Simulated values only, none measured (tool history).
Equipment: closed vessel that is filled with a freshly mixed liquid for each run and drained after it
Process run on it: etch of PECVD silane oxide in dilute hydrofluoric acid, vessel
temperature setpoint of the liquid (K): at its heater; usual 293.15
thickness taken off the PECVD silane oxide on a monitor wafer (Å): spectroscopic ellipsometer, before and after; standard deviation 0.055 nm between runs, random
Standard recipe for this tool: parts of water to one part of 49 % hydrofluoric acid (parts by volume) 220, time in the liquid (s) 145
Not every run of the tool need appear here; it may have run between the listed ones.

run,hour,temperature setpoint of the liquid (K),parts of water to one part of 49 % hydrofluoric acid (parts by volume),time in the liquid (s),wafers since the last listed run,hours since the thermometer was replaced,hours since the hydrofluoric acid flow meter was replaced,hours since the gauge calibration,"read-back film thickness of the PECVD silane oxide reference wafer, read on the same gauge (nm)",thickness taken off the PECVD silane oxide on a monitor wafer (Å)
1,0.0,294.15,150,145,0,1547.3,1451.6,918.9,139.98,111.4
2,32.9,293.15,220,145,3241,1580.2,1484.5,951.8,140.02,67.5
3,59.2,293.15,220,145,2591,1606.5,1510.8,978.1,140.03,65.9
4,76.0,293.15,165,145,1655,1623.3,1527.6,994.9,139.99,94.4
5,109.7,293.15,165,145,3320,1657.0,1561.3,1028.6,140.01,94.8
6,145.7,293.15,165,145,3547,1693.0,1597.3,1064.6,139.98,94.6
7,166.0,294.65,220,105,2000,1713.3,1617.6,1084.9,139.98,50.9
8,201.7,290.15,220,145,3517,1749.0,1653.3,1120.6,139.99,59.0
9,236.0,290.15,165,145,3379,1783.3,1687.6,1154.9,139.98,83.2
10,259.1,293.15,220,145,2276,1806.4,1710.7,1178.0,140.04,66.6
11,282.8,293.15,220,145,2335,1830.1,1734.4,1201.7,140.01,65.8
12,305.5,297.65,220,145,2236,1852.8,1757.1,1224.4,140.00,78.9
# hour 313.5: gauge calibrated
# hour 315.8: hydrofluoric acid flow meter replaced
# hour 319.1: thermometer replaced
13,335.9,293.15,295,145,2798,16.8,20.1,22.4,140.05,41.5
14,348.7,293.15,220,145,1261,29.6,32.9,35.2,140.03,60.8
15,382.8,293.15,175,100,3359,63.7,67.0,69.3,140.00,54.9
16,412.6,291.15,180,225,2936,93.5,96.8,99.1,140.01,110.5
17,429.5,293.15,220,60,1665,110.4,113.7,116.0,139.99,25.0
18,456.5,293.15,220,145,2660,137.4,140.7,143.0,139.99,59.6
19,478.5,293.15,110,145,2167,159.4,162.7,165.0,140.01,136.7
20,505.6,290.15,220,90,2670,186.5,189.8,192.1,140.01,33.4
21,534.3,298.15,260,145,2827,215.2,218.5,220.8,140.02,58.2
22,551.9,290.15,295,105,1734,232.8,236.1,238.4,140.02,27.1
# hour 563.1: hydrofluoric acid flow meter replaced, repeated, since the last time left the tool worse
23,570.3,298.15,220,145,1714,251.2,7.2,256.8,140.00,89.0
24,605.2,290.15,220,205,3438,286.1,42.1,291.7,139.99,93.0
25,619.0,296.65,190,185,1359,299.9,55.9,305.5,140.02,128.3
26,649.9,295.65,325,170,3044,330.8,86.8,336.4,140.02,57.7
27,662.2,293.15,220,145,1211,343.1,99.1,348.7,139.98,73.1
28,675.0,296.65,220,185,1261,355.9,111.9,361.5,140.00,107.7
29,695.8,290.15,270,90,2049,376.7,132.7,382.3,140.00,31.2
30,723.4,295.15,155,175,2719,404.3,160.3,409.9,140.00,145.0
31,822.9,293.15,265,100,9803,503.8,259.8,509.4,140.06,39.8
32,860.2,293.15,265,100,3675,541.1,297.1,546.7,140.00,40.2

Predict each of these 5 candidate next runs independently; none follows another, all start after run 32:
A,860.9,293.15,220,145,68,541.8,297.8,547.4,?,?
B,860.9,290.15,220,215,68,541.8,297.8,547.4,?,?
C,860.9,291.65,140,200,68,541.8,297.8,547.4,?,?
D,860.9,294.65,220,180,68,541.8,297.8,547.4,?,?
E,860.9,291.15,115,180,68,541.8,297.8,547.4,?,?

run,"read-back film thickness of the PECVD silane oxide reference wafer, read on the same gauge (nm)",thickness taken off the PECVD silane oxide on a monitor wafer (Å)
A,139.98,73.1
B,139.98,96.5
C,139.98,161.7
D,139.98,96.0
E,139.98,178.2
With no hidden state in the tool, these same runs would have given:
run,thickness taken off the PECVD silane oxide on a monitor wafer (Å)
A,74.3
B,98.0
C,164.3
D,97.6
E,180.9
